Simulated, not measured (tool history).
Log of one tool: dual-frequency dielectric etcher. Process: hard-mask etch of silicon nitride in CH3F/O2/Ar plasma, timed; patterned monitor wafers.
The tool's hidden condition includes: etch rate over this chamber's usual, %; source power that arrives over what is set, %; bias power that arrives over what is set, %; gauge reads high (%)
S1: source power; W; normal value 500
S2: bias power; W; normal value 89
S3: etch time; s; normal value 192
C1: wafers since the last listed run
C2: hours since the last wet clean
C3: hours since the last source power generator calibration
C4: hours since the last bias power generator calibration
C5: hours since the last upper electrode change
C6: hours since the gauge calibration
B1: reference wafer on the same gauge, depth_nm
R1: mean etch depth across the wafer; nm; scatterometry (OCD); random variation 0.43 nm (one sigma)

run 1 hour=0 | S1=500 S2=89 S3=192 | C1=0 C2=339.2 C3=2421.1 C4=1936.6 C5=3260.1 C6=247.7 | B1=120 | R1=141.7
run 2 hour=13.5 | S1=500 S2=89 S3=192 | C1=73 C2=352.7 C3=2434.6 C4=1950.1 C5=3273.6 C6=261.2 | B1=120.1 | R1=141.7
run 3 hour=33.1 | S1=500 S2=89 S3=192 | C1=107 C2=372.3 C3=2454.2 C4=1969.7 C5=3293.2 C6=280.8 | B1=120.1 | R1=142.8
run 4 hour=60.6 | S1=500 S2=89 S3=192 | C1=150 C2=399.8 C3=2481.7 C4=1997.2 C5=3320.7 C6=308.3 | B1=120 | R1=142.2
run 5 hour=87.9 | S1=500 S2=89 S3=192 | C1=149 C2=427.1 C3=2509 C4=2024.5 C5=3348 C6=335.6 | B1=119.9 | R1=143
run 6 hour=103.3 | S1=500 S2=89 S3=192 | C1=84 C2=442.5 C3=2524.4 C4=2039.9 C5=3363.4 C6=351 | B1=120.1 | R1=144
run 7 hour=138.3 | S1=500 S2=89 S3=192 | C1=191 C2=477.5 C3=2559.4 C4=2074.9 C5=3398.4 C6=386 | B1=120.2 | R1=143.4
-- hour=177.3 wet clean of the chamber
run 8 hour=177.8 | S1=500 S2=89 S3=192 | C1=84 C2=0.5 C3=2598.9 C4=2114.4 C5=3437.9 C6=425.5 | B1=120.2 | R1=136.8
run 9 hour=194.2 | S1=500 S2=89 S3=192 | C1=89 C2=16.9 C3=2615.3 C4=2130.8 C5=3454.3 C6=441.9 | B1=120 | R1=136.8
run 10 hour=219.1 | S1=500 S2=89 S3=192 | C1=136 C2=41.8 C3=2640.2 C4=2155.7 C5=3479.2 C6=466.8 | B1=120.1 | R1=137.7
run 11 hour=247.8 | S1=500 S2=89 S3=192 | C1=156 C2=70.5 C3=2668.9 C4=2184.4 C5=3507.9 C6=495.5 | B1=119.9 | R1=138.6
-- hour=255.5 source power generator calibrated
-- hour=259.5 bias power generator calibrated
run 12 hour=261.7 | S1=590 S2=102 S3=175.5 | C1=32 C2=84.4 C3=6.2 C4=2.2 C5=3521.8 C6=509.4 | B1=120 | R1=138.3
run 13 hour=292.3 | S1=500 S2=89 S3=192 | C1=167 C2=115 C3=36.8 C4=32.8 C5=3552.4 C6=540 | B1=120 | R1=138.8
run 14 hour=306.1 | S1=440 S2=108 S3=144.5 | C1=75 C2=128.8 C3=50.6 C4=46.6 C5=3566.2 C6=553.8 | B1=120 | R1=105.7
run 15 hour=330.3 | S1=380 S2=96 S3=168 | C1=132 C2=153 C3=74.8 C4=70.8 C5=3590.4 C6=578 | B1=120 | R1=115
run 16 hour=349.6 | S1=610 S2=105 S3=160 | C1=105 C2=172.3 C3=94.1 C4=90.1 C5=3609.7 C6=597.3 | B1=119.9 | R1=128.6
-- hour=377.6 upper electrode replaced
run 17 hour=385.5 | S1=500 S2=80 S3=232 | C1=65 C2=208.2 C3=130 C4=126 C5=7.9 C6=633.2 | B1=120 | R1=164.5
-- hour=397.8 gauge calibrated
run 18 hour=409.1 | S1=400 S2=89 S3=192 | C1=129 C2=231.8 C3=153.6 C4=149.6 C5=31.5 C6=11.3 | B1=120.2 | R1=131.3
run 19 hour=434.8 | S1=470 S2=89 S3=241.5 | C1=140 C2=257.5 C3=179.3 C4=175.3 C5=57.2 C6=37 | B1=120 | R1=173.4
run 20 hour=459.7 | S1=500 S2=89 S3=192 | C1=136 C2=282.4 C3=204.2 C4=200.2 C5=82.1 C6=61.9 | B1=119.9 | R1=140.3
run 21 hour=482 | S1=390 S2=89 S3=244.5 | C1=121 C2=304.7 C3=226.5 C4=222.5 C5=104.4 C6=84.2 | B1=119.9 | R1=167.8
run 22 hour=506.5 | S1=500 S2=89 S3=192 | C1=133 C2=329.2 C3=251 C4=247 C5=128.9 C6=108.7 | B1=120.1 | R1=141.1
run 23 hour=529.1 | S1=500 S2=89 S3=245.5 | C1=123 C2=351.8 C3=273.6 C4=269.6 C5=151.5 C6=131.3 | B1=119.9 | R1=181.2

Predict each of these 4 candidate next runs independently; none follows another, all start after run 23:
run A hour=529.6 | S1=460 S2=89 S3=192 | C1=2 C2=352.3 C3=274.1 C4=270.1 C5=152 C6=131.8 | B1=? | R1=?
run B hour=529.6 | S1=500 S2=101 S3=224 | C1=2 C2=352.3 C3=274.1 C4=270.1 C5=152 C6=131.8 | B1=? | R1=?
run C hour=529.6 | S1=460 S2=104 S3=152 | C1=2 C2=352.3 C3=274.1 C4=270.1 C5=152 C6=131.8 | B1=? | R1=?
run D hour=529.6 | S1=620 S2=81 S3=138 | C1=2 C2=352.3 C3=274.1 C4=270.1 C5=152 C6=131.8 | B1=? | R1=?

run=A B1=120.1 R1=137.3
run=B B1=120.1 R1=169.5
run=C B1=120.1 R1=113.1
run=D B1=120.1 R1=105.5
The same runs, with their run-to-run variation unchanged, on a tool lacking any hidden condition would have given:
run=A R1=133.5
run=B R1=164.7
run=C R1=110
run=D R1=102.5

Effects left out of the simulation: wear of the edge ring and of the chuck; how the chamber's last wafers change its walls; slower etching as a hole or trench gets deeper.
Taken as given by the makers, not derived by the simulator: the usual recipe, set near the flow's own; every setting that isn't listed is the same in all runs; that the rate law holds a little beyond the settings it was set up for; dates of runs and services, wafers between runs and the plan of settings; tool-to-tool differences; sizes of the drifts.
